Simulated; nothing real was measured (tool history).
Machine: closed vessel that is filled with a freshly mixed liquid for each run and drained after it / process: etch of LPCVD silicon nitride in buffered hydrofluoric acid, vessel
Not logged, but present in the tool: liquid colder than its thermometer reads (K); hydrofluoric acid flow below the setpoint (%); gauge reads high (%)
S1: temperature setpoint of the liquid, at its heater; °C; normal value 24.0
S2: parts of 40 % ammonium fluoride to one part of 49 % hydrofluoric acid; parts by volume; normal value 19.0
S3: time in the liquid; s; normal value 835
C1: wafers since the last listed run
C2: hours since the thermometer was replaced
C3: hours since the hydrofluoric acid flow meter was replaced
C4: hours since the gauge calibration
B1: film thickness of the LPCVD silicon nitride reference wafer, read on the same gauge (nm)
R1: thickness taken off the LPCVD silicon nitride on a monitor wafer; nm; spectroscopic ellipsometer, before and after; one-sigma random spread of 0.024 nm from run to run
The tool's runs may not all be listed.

| run | hour | S1 | S2 | S3 | C1 | C2 | C3 | C4 | B1 | R1 |
|---|---|---|---|---|---|---|---|---|---|---|
| 1 | 0.0 | 20.5 | 19.0 | 835 | 0 | 704.8 | 1944.1 | 567.8 | 129.99 | 4.03 |
| 2 | 31.8 | 20.5 | 19.0 | 835 | 2148 | 736.6 | 1975.9 | 599.6 | 130.02 | 4.02 |
| 3 | 55.4 | 24.0 | 24.0 | 835 | 1594 | 760.2 | 1999.5 | 623.2 | 130.01 | 4.18 |
| 4 | 68.1 | 24.0 | 24.0 | 835 | 857 | 772.9 | 2012.2 | 635.9 | 129.99 | 4.15 |
| 5 | 85.0 | 24.0 | 24.0 | 835 | 1141 | 789.8 | 2029.1 | 652.8 | 129.99 | 4.17 |
| 6 | 118.4 | 24.0 | 19.0 | 835 | 2256 | 823.2 | 2062.5 | 686.2 | 130.02 | 4.90 |
| 7 | 151.4 | 24.0 | 19.0 | 835 | 2229 | 856.2 | 2095.5 | 719.2 | 130.01 | 4.92 |
| 8 | 169.1 | 24.0 | 19.0 | 835 | 1195 | 873.9 | 2113.2 | 736.9 | 130.02 | 4.82 |
|  | 176.5 | gauge calibrated |
| 9 | 203.5 | 24.0 | 19.0 | 835 | 2323 | 908.3 | 2147.6 | 27.0 | 130.00 | 4.82 |
| 10 | 223.3 | 24.0 | 19.0 | 835 | 1337 | 928.1 | 2167.4 | 46.8 | 130.00 | 4.84 |
| 11 | 248.1 | 24.0 | 19.0 | 1045 | 1675 | 952.9 | 2192.2 | 71.6 | 129.99 | 6.02 |
| 12 | 265.8 | 21.0 | 22.0 | 1060 | 1195 | 970.6 | 2209.9 | 89.3 | 129.99 | 4.67 |
| 13 | 300.4 | 29.0 | 14.0 | 1035 | 2337 | 1005.2 | 2244.5 | 123.9 | 130.01 | 10.34 |
| 14 | 335.0 | 24.0 | 19.0 | 835 | 2337 | 1039.8 | 2279.1 | 158.5 | 129.99 | 4.77 |
|  | 345.0 | hydrofluoric acid flow meter replaced |
| 15 | 354.2 | 24.0 | 19.0 | 835 | 1229 | 1059.0 | 9.2 | 177.7 | 129.98 | 5.31 |
|  | 366.5 | thermometer replaced |
| 16 | 386.9 | 24.0 | 26.0 | 1005 | 2141 | 20.4 | 41.9 | 210.4 | 129.99 | 5.18 |
| 17 | 403.2 | 24.0 | 19.0 | 1230 | 1101 | 36.7 | 58.2 | 226.7 | 130.01 | 7.98 |
| 18 | 421.2 | 27.5 | 12.0 | 455 | 1215 | 54.7 | 76.2 | 244.7 | 129.99 | 5.57 |
| 19 | 436.6 | 29.0 | 26.0 | 1220 | 1040 | 70.1 | 91.6 | 260.1 | 129.99 | 8.16 |
| 20 | 448.9 | 20.5 | 19.0 | 835 | 830 | 82.4 | 103.9 | 272.4 | 129.97 | 4.45 |
| 21 | 468.8 | 24.0 | 19.0 | 835 | 1344 | 102.3 | 123.8 | 292.3 | 129.98 | 5.41 |
| 22 | 490.1 | 25.5 | 19.0 | 835 | 1438 | 123.6 | 145.1 | 313.6 | 129.99 | 5.83 |
| 23 | 519.7 | 24.0 | 19.0 | 570 | 1999 | 153.2 | 174.7 | 343.2 | 129.98 | 3.67 |
| 24 | 552.7 | 24.0 | 22.5 | 835 | 2229 | 186.2 | 207.7 | 376.2 | 130.02 | 4.74 |
| 25 | 576.9 | 28.5 | 19.0 | 835 | 1634 | 210.4 | 231.9 | 400.4 | 130.03 | 6.84 |
| 26 | 590.6 | 28.5 | 19.0 | 835 | 925 | 224.1 | 245.6 | 414.1 | 130.01 | 6.76 |
| 27 | 608.2 | 20.0 | 15.5 | 570 | 1188 | 241.7 | 263.2 | 431.7 | 130.00 | 3.58 |
| 28 | 639.8 | 24.0 | 16.0 | 835 | 2134 | 273.3 | 294.8 | 463.3 | 130.01 | 6.35 |
| 29 | 667.9 | 25.5 | 11.5 | 1230 | 1898 | 301.4 | 322.9 | 491.4 | 129.99 | 13.90 |
| 30 | 693.9 | 24.0 | 19.0 | 835 | 1756 | 327.4 | 348.9 | 517.4 | 130.01 | 5.31 |
| 31 | 729.2 | 27.0 | 21.0 | 1085 | 2384 | 362.7 | 384.2 | 552.7 | 129.98 | 7.47 |

Describe how what the log doesn't record of the tool's condition differs between the last listed run preceding each entry between runs and the first listed run following it.
Run 8 -> run 9: gauge calibrated (hour 176.5)
  liquid colder than its thermometer reads (K): 0.437 -> 0.454; hydrofluoric acid flow below the setpoint (%): 10.5 -> 10.6
  measured minus no-state result, R1: -0.59 -> -0.60 nm
Run 14 -> run 15: hydrofluoric acid flow meter replaced (hour 345.0)
  liquid colder than its thermometer reads (K): 0.518 -> 0.528; hydrofluoric acid flow below the setpoint (%): 11.2 -> 0.224
  measured minus no-state result, R1: -0.64 -> -0.17 nm
Run 15 -> run 16: thermometer replaced (hour 366.5)
  liquid colder than its thermometer reads (K): 0.528 -> 0.0728; hydrofluoric acid flow below the setpoint (%): 0.224 -> 0.368
  measured minus no-state result, R1: -0.17 -> -0.03 nm
